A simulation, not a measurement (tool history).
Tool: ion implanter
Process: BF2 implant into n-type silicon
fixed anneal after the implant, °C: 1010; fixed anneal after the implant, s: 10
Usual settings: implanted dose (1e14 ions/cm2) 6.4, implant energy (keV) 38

run	day	implanted dose (1e14 ions/cm2)	implant energy (keV)	wafers since the last listed run	hours since the last dose calibration	hours since the extraction supply was calibrated	hours since the gauge calibration	read-back reference wafer on the same gauge, sheet resistance	sheet resistance of the implanted and annealed layer (ohm/square)
1	0	6.4	38	0	1147.3	3802	402.8	189.99	212.38
2	3.267	6.4	38	1995	1225.7	3880.4	481.2	189.96	213.41
3	5.025	6.4	38	1073	1267.9	3922.6	523.4	189.78	211.33
4	7.375	6.4	45.5	1435	1324.3	3979	579.8	189.88	205.86
5	9.246	6.4	38	1142	1369.2	4023.9	624.7	190.03	211.29
# day 10.462: Faraday cup replaced and dose calibrated
6	11.1	6.4	38	928	15.3	4068.4	669.2	190.08	219.48
7	13.979	6.4	38	1758	84.4	4137.5	738.3	189.83	218.88
8	15.933	6.4	38	1193	131.3	4184.4	785.2	189.96	218.75
9	18.1	6.4	38	1323	183.3	4236.4	837.2	190.01	217.61
10	21.854	6.4	38	2292	273.4	4326.5	927.3	189.87	217.12
11	25.688	6.4	38	2341	365.4	4418.5	1019.3	190.24	218.64
12	28.133	6.4	38	1493	424.1	4477.2	1078	190.22	218.1
13	31.192	6.4	38	1867	497.5	4550.6	1151.4	189.81	218.08
14	34.8	6.4	38	2203	584.1	4637.2	1238	189.88	216.1
15	37.721	7.44	38	1783	654.2	4707.3	1308.1	189.94	194.91
16	42.633	6.4	38	3000	772.1	4825.2	1426	189.89	215.53
17	44.817	6.4	38	1333	824.5	4877.6	1478.4	190.01	215.29
18	47.412	7.49	38	1585	886.8	4939.9	1540.7	189.95	193.67
# day 49.854: extraction supply calibrated
19	50.704	7.49	38	1806	965.8	20.4	1619.7	190.22	192.57
20	53.225	4.71	38	1539	1026.3	80.9	1680.2	189.99	273.98
21	55.508	4.89	38	1394	1081.1	135.7	1735	190.06	264.35
22	59.575	4.71	50	2483	1178.7	233.3	1832.6	189.93	265.4
# day 59.788: gauge calibrated
# day 62.079: Faraday cup replaced and dose calibrated
23	62.558	6.4	38	1618	11.5	304.9	66.5	189.7	217.5
24	64.85	7.18	43	1399	66.5	359.9	121.5	189.86	195.74
25	69.217	7.19	47.5	2666	171.3	464.7	226.3	189.82	190.91
26	73.117	6.4	34.5	2381	264.9	558.3	319.9	189.83	220.26
27	76.512	4.7	34	2073	346.4	639.8	401.4	189.89	279.61
28	78.658	7.31	38	1310	397.9	691.3	452.9	189.83	196.91
29	82.892	5.9	32.5	2585	499.5	792.9	554.5	190.24	236.04
30	85.783	5.77	25.5	1766	568.9	862.3	623.9	189.71	254.94
31	88.862	6.4	38	1880	642.8	936.2	697.8	190.02	214.79
32	91.242	5.77	34	1453	699.9	993.3	754.9	189.82	235.56
33	95.004	8.22	42	2297	790.2	1083.6	845.2	190.04	176.51
34	98.521	8.01	49	2147	874.6	1168	929.6	189.95	172.62
35	101.538	5.83	27.5	1842	947	1240.4	1002	189.99	245.43
36	104.075	6.4	38	1549	1007.9	1301.3	1062.9	189.91	213.57
37	107.292	5.69	29.5	1964	1085.1	1378.5	1140.1	190.13	244.79
38	109.562	6.4	38	1386	1139.6	1433	1194.6	190.1	212.99

Hidden state at the last listed run before each entry between runs and at the first one after, where it differs:
Between runs 5 and 6: Faraday cup replaced and dose calibrated (day 10.462)
  deviation of the true dose from the Faraday cup's reading, %: 3.66 -> -0.817
  measured less the result without the state, sheet resistance of the implanted and annealed layer (ohm/square): -5.54 -> +1.32
Between runs 18 and 19: extraction supply calibrated (day 49.854)
  deviation of the true dose from the Faraday cup's reading, %: 1.47 -> 1.68
  measured less the result without the state, sheet resistance of the implanted and annealed layer (ohm/square): -1.81 -> -2.05
Between runs 22 and 23: gauge calibrated (day 59.788); Faraday cup replaced and dose calibrated (day 62.079)
  deviation of the true dose from the Faraday cup's reading, %: 2.23 -> 0.29
  measured less the result without the state, sheet resistance of the implanted and annealed layer (ohm/square): -5.18 -> -0.46
